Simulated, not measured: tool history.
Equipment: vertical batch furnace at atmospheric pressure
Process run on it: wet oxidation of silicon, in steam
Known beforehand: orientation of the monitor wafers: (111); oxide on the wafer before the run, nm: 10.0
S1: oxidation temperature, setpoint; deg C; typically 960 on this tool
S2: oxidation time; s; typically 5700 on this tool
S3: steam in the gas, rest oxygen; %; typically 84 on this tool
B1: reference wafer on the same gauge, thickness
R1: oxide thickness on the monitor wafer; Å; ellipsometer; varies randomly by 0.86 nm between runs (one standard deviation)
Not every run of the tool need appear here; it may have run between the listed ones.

run 1 hour=0.0 | S1=944 S2=5700 S3=90 | B1=530.08 | R1=3985.1
run 2 hour=11.5 | S1=960 S2=5700 S3=84 | B1=529.85 | R1=4252.2
run 3 hour=26.4 | S1=960 S2=5700 S3=84 | B1=529.98 | R1=4249.1
run 4 hour=49.6 | S1=960 S2=5700 S3=84 | B1=530.13 | R1=4250.1
run 5 hour=70.2 | S1=960 S2=5700 S3=84 | B1=529.96 | R1=4248.5
run 6 hour=94.5 | S1=960 S2=5700 S3=84 | B1=530.04 | R1=4245.6
run 7 hour=103.9 | S1=960 S2=5700 S3=84 | B1=529.97 | R1=4245.8
run 8 hour=119.1 | S1=960 S2=5700 S3=84 | B1=530.12 | R1=4242.3
run 9 hour=131.0 | S1=960 S2=5700 S3=84 | B1=529.99 | R1=4241.9
run 10 hour=153.2 | S1=960 S2=5700 S3=84 | B1=530.28 | R1=4239.7
-- hour=228.3 gauge calibrated
-- hour=249.8 thermocouples replaced and temperature profile calibrated
run 11 hour=250.3 | S1=960 S2=5700 S3=84 | B1=530.14 | R1=4247.0
run 12 hour=256.1 | S1=960 S2=5700 S3=84 | B1=529.87 | R1=4240.0
run 13 hour=261.8 | S1=960 S2=5700 S3=84 | B1=529.86 | R1=4247.3
run 14 hour=267.5 | S1=960 S2=4110 S3=84 | B1=529.93 | R1=3419.5
run 15 hour=286.4 | S1=960 S2=4110 S3=84 | B1=530.07 | R1=3433.8
run 16 hour=299.0 | S1=952 S2=5700 S3=84 | B1=529.89 | R1=4022.8
run 17 hour=315.5 | S1=960 S2=5700 S3=84 | B1=529.88 | R1=4254.4
run 18 hour=332.6 | S1=960 S2=4620 S3=84 | B1=529.94 | R1=3701.5
run 19 hour=353.5 | S1=960 S2=5700 S3=84 | B1=529.95 | R1=4239.6
run 20 hour=375.4 | S1=960 S2=5700 S3=84 | B1=530.07 | R1=4258.7

Forecast run 21:
run 21 hour=392.4 | S1=939 S2=6570 S3=90 | B1=? | R1=?

B1: 530.14
R1: 4223.7 Å
Had the tool carried no hidden state, the very same run would have given R1 4474.6 Å.
